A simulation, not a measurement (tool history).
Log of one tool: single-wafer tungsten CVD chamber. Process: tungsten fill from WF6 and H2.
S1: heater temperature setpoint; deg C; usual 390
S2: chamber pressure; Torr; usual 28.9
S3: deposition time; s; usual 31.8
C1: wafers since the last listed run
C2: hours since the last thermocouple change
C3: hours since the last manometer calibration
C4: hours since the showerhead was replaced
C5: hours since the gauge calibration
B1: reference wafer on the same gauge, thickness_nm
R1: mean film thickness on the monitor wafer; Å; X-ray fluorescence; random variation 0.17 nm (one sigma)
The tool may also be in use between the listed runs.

Run 1, hour 0: usual settings; C1 0; C2 1766.8; C3 1779.8; C4 6445.5; C5 102.9; B1 73.129. Result: R1 845.26 Å.
Run 2, hour 20.8: usual settings; C1 383; C2 1787.6; C3 1800.6; C4 6466.3; C5 123.7; B1 73.155. Result: R1 843.17 Å.
Run 3, hour 46.1: usual settings; C1 466; C2 1812.9; C3 1825.9; C4 6491.6; C5 149; B1 73.077. Result: R1 843.72 Å.
Run 4, hour 67.8: usual settings but S3 28.4 s; C1 399; C2 1834.6; C3 1847.6; C4 6513.3; C5 170.7; B1 73.068. Result: R1 757.54 Å.
Run 5, hour 138.4: usual settings; C1 1301; C2 1905.2; C3 1918.2; C4 6583.9; C5 241.3; B1 73.207. Result: R1 850.38 Å.
Run 6, hour 162.2: usual settings; C1 438; C2 1929; C3 1942; C4 6607.7; C5 265.1; B1 73.126. Result: R1 850.93 Å.
At hour 190.9: capacitance manometer re-zeroed and calibrated.
Run 7, hour 191.4: usual settings but S2 34.1 Torr; C1 390; C2 1958.2; C3 0.5; C4 6636.9; C5 294.3; B1 73.069. Result: R1 915.35 Å.
Run 8, hour 207.3: usual settings but S2 34.1 Torr; C1 293; C2 1974.1; C3 16.4; C4 6652.8; C5 310.2; B1 73.096. Result: R1 919.64 Å.
Run 9, hour 240.6: usual settings but S2 24.9 Torr; C1 613; C2 2007.4; C3 49.7; C4 6686.1; C5 343.5; B1 73.116. Result: R1 795.25 Å.
At hour 254.3: showerhead replaced.
Run 10, hour 276.4: usual settings but S2 24.9 Torr; C1 512; C2 2043.2; C3 85.5; C4 22.1; C5 379.3; B1 73.066. Result: R1 793.36 Å.
Run 11, hour 309.5: usual settings; C1 610; C2 2076.3; C3 118.6; C4 55.2; C5 412.4; B1 73.132. Result: R1 860.48 Å.
Run 12, hour 339.4: usual settings but S1 386 deg C; C1 551; C2 2106.2; C3 148.5; C4 85.1; C5 442.3; B1 73.115. Result: R1 787.04 Å.
Run 13, hour 360: usual settings but S3 26.5 s; C1 379; C2 2126.8; C3 169.1; C4 105.7; C5 462.9; B1 73.137. Result: R1 714.55 Å.
Run 14, hour 392.5: usual settings but S1 400 deg C, S2 32 Torr, S3 26.7 s; C1 599; C2 2159.3; C3 201.6; C4 138.2; C5 495.4; B1 73.096. Result: R1 929.99 Å.
At hour 406.9: gauge calibrated.
Run 15, hour 414.5: usual settings but S1 397 deg C, S3 35.5 s; C1 405; C2 2181.3; C3 223.6; C4 160.2; C5 7.6; B1 73.083. Result: R1 1110.54 Å.
At hour 436.7: thermocouple changed; heater temperature recalibrated.
Run 16, hour 437.2: usual settings but S2 23.3 Torr; C1 270; C2 0.5; C3 246.3; C4 182.9; C5 30.3; B1 73.164. Result: R1 695.9 Å.
Run 17, hour 447: usual settings but S1 396 deg C, S2 32.5 Torr; C1 180; C2 10.3; C3 256.1; C4 192.7; C5 40.1; B1 73.166. Result: R1 931.14 Å.
Run 18, hour 476.7: usual settings but S2 25.7 Torr; C1 547; C2 40; C3 285.8; C4 222.4; C5 69.8; B1 73.125. Result: R1 730.07 Å.
Run 19, hour 492.6: usual settings but S1 381 deg C, S3 35 s; C1 293; C2 55.9; C3 301.7; C4 238.3; C5 85.7; B1 73.143. Result: R1 694.81 Å.
Run 20, hour 518.2: usual settings; C1 471; C2 81.5; C3 327.3; C4 263.9; C5 111.3; B1 73.127. Result: R1 772.87 Å.
Run 21, hour 548.4: usual settings; C1 556; C2 111.7; C3 357.5; C4 294.1; C5 141.5; B1 73.147. Result: R1 775.45 Å.
Run 22, hour 574.8: usual settings; C1 486; C2 138.1; C3 383.9; C4 320.5; C5 167.9; B1 73.029. Result: R1 777.78 Å.

Forecast each of these 4 alternatives for the next run:
Run A, hour 575.2: usual settings but S3 27 s; C1 7; C2 138.5; C3 384.3; C4 320.9; C5 168.3; B1 ?. Result: R1 ?.
Run B, hour 575.2: usual settings but S1 399 deg C, S3 27.1 s; C1 7; C2 138.5; C3 384.3; C4 320.9; C5 168.3; B1 ?. Result: R1 ?.
Run C, hour 575.2: usual settings but S1 400 deg C, S2 23.8 Torr, S3 26.7 s; C1 7; C2 138.5; C3 384.3; C4 320.9; C5 168.3; B1 ?. Result: R1 ?.
Run D, hour 575.2: usual settings but S1 383 deg C, S2 22.1 Torr, S3 30.2 s; C1 7; C2 138.5; C3 384.3; C4 320.9; C5 168.3; B1 ?. Result: R1 ?.

run      B1      R1
  A  73.046  657.17
  B  73.046  799.29
  C  73.046  732.28
  D  73.046  552.46
Without the tool's hidden state the same runs would have given:
run      R1
  A  650.07
  B  791.21
  C   724.9
  D  546.21

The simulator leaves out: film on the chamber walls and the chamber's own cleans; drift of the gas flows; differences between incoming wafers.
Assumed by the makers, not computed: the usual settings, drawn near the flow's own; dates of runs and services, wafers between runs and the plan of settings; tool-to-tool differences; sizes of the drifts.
